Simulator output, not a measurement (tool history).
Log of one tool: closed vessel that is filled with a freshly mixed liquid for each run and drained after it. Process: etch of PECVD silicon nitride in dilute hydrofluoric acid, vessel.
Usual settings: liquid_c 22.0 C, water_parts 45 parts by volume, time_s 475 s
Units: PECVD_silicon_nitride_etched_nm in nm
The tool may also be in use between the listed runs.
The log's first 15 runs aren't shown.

run	hour	liquid_c	water_parts	time_s	wafers since the last listed run	hours since the thermometer was replaced	hours since the hydrofluoric acid flow meter was replaced	hours since the gauge calibration	read-back film thickness of the PECVD silicon nitride reference wafer, read on the same gauge (nm)	PECVD_silicon_nitride_etched_nm
16	1073.2	25.0	45	615	4901	2251.4	232.6	1864.8	100.02	76.18
17	1151.8	25.5	65	235	7452	2330.0	311.2	1943.4	100.02	21.24
18	1259.6	22.0	45	475	10221	2437.8	419.0	2051.2	100.01	48.28
# hour 1275.5: gauge calibrated
19	1318.6	22.0	45	475	5594	2496.8	478.0	43.1	100.01	48.63
20	1411.4	22.0	35	475	8798	2589.6	570.8	135.9	100.01	61.65
21	1463.8	22.0	45	475	4968	2642.0	623.2	188.3	99.98	48.61
22	1513.7	19.0	45	590	4731	2691.9	673.1	238.2	100.02	48.65
# hour 1529.7: thermometer replaced
23	1551.8	22.0	45	475	3517	22.1	711.2	276.3	99.99	50.75
24	1604.1	26.5	45	475	4958	74.4	763.5	328.6	99.95	69.26
25	1696.0	26.0	40	645	8713	166.3	855.4	420.5	99.98	100.99
26	1771.7	25.0	30	475	7177	242.0	931.1	496.2	99.99	91.93
27	1820.6	26.0	45	475	4636	290.9	980.0	545.1	100.02	66.40
28	1907.8	26.0	35	395	8267	378.1	1067.2	632.3	100.02	70.34
29	1961.1	20.0	50	690	5053	431.4	1120.5	685.6	100.00	58.31
30	2039.1	22.0	45	575	7395	509.4	1198.5	763.6	99.98	61.33
31	2099.8	22.0	45	595	5755	570.1	1259.2	824.3	100.01	63.80

5 ways to go on from here, each from the tool as it stands after run 31. What would each give?
A	2100.6	27.0	45	475	75	570.9	1260.0	825.1	?	?
B	2100.6	22.0	45	340	75	570.9	1260.0	825.1	?	?
C	2100.6	22.0	45	345	75	570.9	1260.0	825.1	?	?
D	2100.6	17.5	45	685	75	570.9	1260.0	825.1	?	?
E	2100.6	22.0	30	675	75	570.9	1260.0	825.1	?	?

run	read-back film thickness of the PECVD silicon nitride reference wafer, read on the same gauge (nm)	PECVD_silicon_nitride_etched_nm
A	100.01	71.20
B	100.01	36.37
C	100.01	36.91
D	100.01	53.51
E	100.01	106.96
Without the tool's hidden state the same runs would have given:
run	PECVD_silicon_nitride_etched_nm
A	70.64
B	36.11
C	36.64
D	53.14
E	106.20
